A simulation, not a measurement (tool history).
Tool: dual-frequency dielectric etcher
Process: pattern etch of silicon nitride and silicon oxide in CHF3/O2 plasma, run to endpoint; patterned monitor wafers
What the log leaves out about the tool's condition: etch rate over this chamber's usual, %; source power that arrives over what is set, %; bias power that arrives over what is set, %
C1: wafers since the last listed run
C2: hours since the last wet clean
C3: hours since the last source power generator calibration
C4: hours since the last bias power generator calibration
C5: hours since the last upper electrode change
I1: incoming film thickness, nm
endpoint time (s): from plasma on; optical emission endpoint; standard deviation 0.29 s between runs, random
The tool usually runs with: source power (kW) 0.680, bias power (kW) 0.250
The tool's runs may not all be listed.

run 1 hour=0.0 | source_power_(kW)=0.680 bias_power_(kW)=0.218 | C1=0 C2=367.6 C3=1995.3 C4=1260.2 C5=2654.4 | I1=165.2 | endpoint_time_(s)=96.9
-- hour=15.7 wet clean of the chamber
run 2 hour=16.2 | source_power_(kW)=0.680 bias_power_(kW)=0.218 | C1=3 C2=0.5 C3=2011.5 C4=1276.4 C5=2670.6 | I1=163.2 | endpoint_time_(s)=99.1
run 3 hour=36.4 | source_power_(kW)=0.680 bias_power_(kW)=0.218 | C1=149 C2=20.7 C3=2031.7 C4=1296.6 C5=2690.8 | I1=165.7 | endpoint_time_(s)=100.1
run 4 hour=56.0 | source_power_(kW)=0.680 bias_power_(kW)=0.250 | C1=144 C2=40.3 C3=2051.3 C4=1316.2 C5=2710.4 | I1=164.9 | endpoint_time_(s)=95.0
run 5 hour=73.3 | source_power_(kW)=0.680 bias_power_(kW)=0.250 | C1=127 C2=57.6 C3=2068.6 C4=1333.5 C5=2727.7 | I1=164.4 | endpoint_time_(s)=94.8
run 6 hour=90.5 | source_power_(kW)=0.720 bias_power_(kW)=0.250 | C1=127 C2=74.8 C3=2085.8 C4=1350.7 C5=2744.9 | I1=165.7 | endpoint_time_(s)=93.5
run 7 hour=110.1 | source_power_(kW)=0.720 bias_power_(kW)=0.250 | C1=144 C2=94.4 C3=2105.4 C4=1370.3 C5=2764.5 | I1=165.4 | endpoint_time_(s)=92.9
run 8 hour=127.3 | source_power_(kW)=0.720 bias_power_(kW)=0.250 | C1=127 C2=111.6 C3=2122.6 C4=1387.5 C5=2781.7 | I1=164.3 | endpoint_time_(s)=92.2
run 9 hour=139.3 | source_power_(kW)=0.620 bias_power_(kW)=0.289 | C1=88 C2=123.6 C3=2134.6 C4=1399.5 C5=2793.7 | I1=165.2 | endpoint_time_(s)=91.1
run 10 hour=163.4 | source_power_(kW)=0.620 bias_power_(kW)=0.289 | C1=178 C2=147.7 C3=2158.7 C4=1423.6 C5=2817.8 | I1=163.7 | endpoint_time_(s)=90.3
run 11 hour=177.4 | source_power_(kW)=0.620 bias_power_(kW)=0.289 | C1=103 C2=161.7 C3=2172.7 C4=1437.6 C5=2831.8 | I1=163.0 | endpoint_time_(s)=89.6
run 12 hour=211.9 | source_power_(kW)=0.680 bias_power_(kW)=0.250 | C1=255 C2=196.2 C3=2207.2 C4=1472.1 C5=2866.3 | I1=164.5 | endpoint_time_(s)=92.7
run 13 hour=230.4 | source_power_(kW)=0.680 bias_power_(kW)=0.250 | C1=136 C2=214.7 C3=2225.7 C4=1490.6 C5=2884.8 | I1=164.8 | endpoint_time_(s)=92.5
-- hour=254.2 bias power generator calibrated
run 14 hour=264.0 | source_power_(kW)=0.680 bias_power_(kW)=0.250 | C1=218 C2=248.3 C3=2259.3 C4=9.8 C5=2918.4 | I1=163.9 | endpoint_time_(s)=92.2
run 15 hour=278.2 | source_power_(kW)=0.680 bias_power_(kW)=0.274 | C1=105 C2=262.5 C3=2273.5 C4=24.0 C5=2932.6 | I1=164.4 | endpoint_time_(s)=88.9
run 16 hour=298.6 | source_power_(kW)=0.800 bias_power_(kW)=0.211 | C1=150 C2=282.9 C3=2293.9 C4=44.4 C5=2953.0 | I1=163.9 | endpoint_time_(s)=93.5
run 17 hour=331.7 | source_power_(kW)=0.760 bias_power_(kW)=0.227 | C1=244 C2=316.0 C3=2327.0 C4=77.5 C5=2986.1 | I1=162.5 | endpoint_time_(s)=90.9
run 18 hour=353.0 | source_power_(kW)=0.560 bias_power_(kW)=0.228 | C1=157 C2=337.3 C3=2348.3 C4=98.8 C5=3007.4 | I1=163.6 | endpoint_time_(s)=99.0
run 19 hour=382.5 | source_power_(kW)=0.800 bias_power_(kW)=0.292 | C1=218 C2=366.8 C3=2377.8 C4=128.3 C5=3036.9 | I1=165.1 | endpoint_time_(s)=82.9
run 20 hour=406.8 | source_power_(kW)=0.620 bias_power_(kW)=0.289 | C1=179 C2=391.1 C3=2402.1 C4=152.6 C5=3061.2 | I1=165.1 | endpoint_time_(s)=88.8
-- hour=439.6 source power generator calibrated
-- hour=444.1 wet clean of the chamber
run 21 hour=444.6 | source_power_(kW)=0.570 bias_power_(kW)=0.189 | C1=217 C2=0.5 C3=5.0 C4=190.4 C5=3099.0 | I1=164.1 | endpoint_time_(s)=110.5
run 22 hour=448.4 | source_power_(kW)=0.760 bias_power_(kW)=0.300 | C1=28 C2=4.3 C3=8.8 C4=194.2 C5=3102.8 | I1=164.6 | endpoint_time_(s)=87.0
run 23 hour=469.2 | source_power_(kW)=0.680 bias_power_(kW)=0.250 | C1=153 C2=25.1 C3=29.6 C4=215.0 C5=3123.6 | I1=164.4 | endpoint_time_(s)=95.3
-- hour=507.9 upper electrode replaced
run 24 hour=508.4 | source_power_(kW)=0.580 bias_power_(kW)=0.250 | C1=112 C2=64.3 C3=68.8 C4=254.2 C5=0.5 | I1=165.3 | endpoint_time_(s)=99.1
run 25 hour=508.7 | source_power_(kW)=0.580 bias_power_(kW)=0.250 | C1=2 C2=64.6 C3=69.1 C4=254.5 C5=0.8 | I1=163.6 | endpoint_time_(s)=98.5
run 26 hour=552.2 | source_power_(kW)=0.680 bias_power_(kW)=0.250 | C1=321 C2=108.1 C3=112.6 C4=298.0 C5=44.3 | I1=164.3 | endpoint_time_(s)=94.5
run 27 hour=567.1 | source_power_(kW)=0.640 bias_power_(kW)=0.189 | C1=110 C2=123.0 C3=127.5 C4=312.9 C5=59.2 | I1=163.9 | endpoint_time_(s)=106.1
run 28 hour=588.5 | source_power_(kW)=0.730 bias_power_(kW)=0.311 | C1=158 C2=144.4 C3=148.9 C4=334.3 C5=80.6 | I1=164.9 | endpoint_time_(s)=84.8
run 29 hour=610.1 | source_power_(kW)=0.530 bias_power_(kW)=0.202 | C1=159 C2=166.0 C3=170.5 C4=355.9 C5=102.2 | I1=165.5 | endpoint_time_(s)=109.3
run 30 hour=631.9 | source_power_(kW)=0.680 bias_power_(kW)=0.250 | C1=161 C2=187.8 C3=192.3 C4=377.7 C5=124.0 | I1=165.4 | endpoint_time_(s)=94.3
run 31 hour=644.7 | source_power_(kW)=0.730 bias_power_(kW)=0.211 | C1=94 C2=200.6 C3=205.1 C4=390.5 C5=136.8 | I1=165.0 | endpoint_time_(s)=98.0

For each entry between runs, how does the tool's hidden state at the last listed run before it compare with that at the first listed run after it?
Run 1 -> run 2: wet clean of the chamber (hour 15.7)
  etch rate over this chamber's usual, %: 4.3 -> 0.759
  measured minus no-state result, endpoint time (s): -4.2 -> -0.8
Run 13 -> run 14: bias power generator calibrated (hour 254.2)
  etch rate over this chamber's usual, %: 3.2 -> 3.58
  measured minus no-state result, endpoint time (s): -2.9 -> -3.3
Run 20 -> run 21: source power generator calibrated (hour 439.6); wet clean of the chamber (hour 444.1)
  etch rate over this chamber's usual, %: 5.2 -> 0.0935
  measured minus no-state result, endpoint time (s): -4.7 -> -0.1
Run 23 -> run 24: upper electrode replaced (hour 507.9)
  etch rate over this chamber's usual, %: 0.373 -> 0.82
  measured minus no-state result, endpoint time (s): -0.4 -> -0.8
